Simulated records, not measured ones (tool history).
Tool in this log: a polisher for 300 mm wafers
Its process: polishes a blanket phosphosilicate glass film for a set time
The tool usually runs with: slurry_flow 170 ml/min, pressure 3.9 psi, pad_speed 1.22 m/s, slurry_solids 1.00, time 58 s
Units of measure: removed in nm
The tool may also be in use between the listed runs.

| run | hour | slurry_flow | pressure | pad_speed | slurry_solids | time | incoming thickness of the incoming film, nm | removed |
|---|---|---|---|---|---|---|---|---|
| 1 | 0.0 | 170 | 3.9 | 1.22 | 1.25 | 58 | 3155.7 | 881.7 |
| 2 | 57.9 | 170 | 3.9 | 1.22 | 1.00 | 58 | 3143.4 | 801.5 |
| 3 | 125.7 | 170 | 3.9 | 1.22 | 1.00 | 58 | 3178.6 | 818.1 |
| 4 | 178.5 | 170 | 3.9 | 1.22 | 1.00 | 58 | 3220.8 | 826.0 |
|  | 211.3 | worn pad replaced by a new one |
| 5 | 212.5 | 170 | 3.9 | 1.22 | 1.00 | 58 | 3179.9 | 810.1 |
| 6 | 266.3 | 170 | 3.2 | 1.22 | 1.00 | 58 | 3118.8 | 666.1 |
|  | 287.0 | slurry nozzle cleaned |
| 7 | 318.6 | 170 | 3.9 | 1.22 | 1.00 | 69 | 3156.3 | 942.6 |
|  | 365.9 | conditioning disc replaced and pad reconditioned |
| 8 | 386.2 | 170 | 3.9 | 1.22 | 1.00 | 69 | 3141.5 | 953.1 |
| 9 | 435.5 | 170 | 3.9 | 1.22 | 1.00 | 58 | 3183.8 | 816.4 |
|  | 440.7 | slurry blender recalibrated |
| 10 | 461.1 | 185 | 3.9 | 1.22 | 1.00 | 58 | 3132.6 | 808.1 |
| 11 | 508.9 | 170 | 3.9 | 1.22 | 1.00 | 58 | 3179.5 | 802.6 |
|  | 545.1 | worn pad replaced by a new one |
| 12 | 558.3 | 210 | 3.9 | 1.22 | 1.00 | 58 | 3183.1 | 829.5 |
|  | 582.4 | head pressure recalibrated |
|  | 615.8 | slurry nozzle cleaned |
| 13 | 623.5 | 170 | 3.9 | 1.22 | 1.00 | 58 | 3160.9 | 799.4 |
| 14 | 648.8 | 170 | 2.6 | 0.94 | 1.00 | 42 | 3138.6 | 317.1 |
| 15 | 678.5 | 170 | 3.9 | 1.10 | 1.25 | 58 | 3165.5 | 807.7 |
| 16 | 717.4 | 170 | 5.0 | 1.56 | 1.00 | 58 | 3159.1 | 1261.2 |
| 17 | 760.8 | 210 | 3.9 | 1.22 | 1.00 | 58 | 3159.8 | 839.7 |
|  | 802.1 | conditioning disc replaced and pad reconditioned |
|  | 874.2 | slurry blender recalibrated |
|  | 893.2 | worn pad replaced by a new one |
|  | 920.7 | slurry nozzle cleaned |
| 18 | 950.7 | 170 | 4.9 | 0.98 | 1.00 | 58 | 3108.6 | 827.6 |
| 19 | 985.9 | 170 | 3.9 | 1.22 | 0.80 | 51 | 3115.3 | 634.9 |
| 20 | 1014.5 | 120 | 4.7 | 1.22 | 1.00 | 41 | 3125.1 | 646.3 |
| 21 | 1085.7 | 110 | 3.9 | 1.22 | 1.25 | 58 | 3191.9 | 810.4 |
| 22 | 1133.2 | 170 | 2.7 | 1.60 | 1.00 | 58 | 3153.1 | 688.8 |
| 23 | 1164.2 | 170 | 3.9 | 1.22 | 1.00 | 58 | 3139.1 | 795.3 |
|  | 1178.5 | worn pad replaced by a new one |
|  | 1195.4 | conditioning disc replaced and pad reconditioned |
| 24 | 1218.7 | 170 | 3.9 | 1.22 | 1.00 | 58 | 3110.0 | 815.5 |
| 25 | 1266.5 | 170 | 2.6 | 0.94 | 1.00 | 42 | 3169.0 | 314.3 |

What if the next run were any one of these 4? Each begins from the tool's condition after run 25:
| A | 1266.9 | 170 | 2.6 | 1.22 | 1.00 | 58 | 3206.5 | ? |
| B | 1266.9 | 135 | 3.9 | 1.04 | 1.20 | 74 | 3206.5 | ? |
| C | 1266.9 | 205 | 3.9 | 1.56 | 1.00 | 58 | 3206.5 | ? |
| D | 1266.9 | 170 | 3.9 | 1.22 | 0.80 | 78 | 3206.5 | ? |

| run | removed |
|---|---|
| A | 534.4 |
| B | 938.1 |
| C | 1001.4 |
| D | 966.0 |
The same runs, with their run-to-run variation unchanged, on a tool lacking any hidden condition would have given:
| run | removed |
|---|---|
| A | 534.4 |
| B | 938.1 |
| C | 1001.4 |
| D | 966.0 |
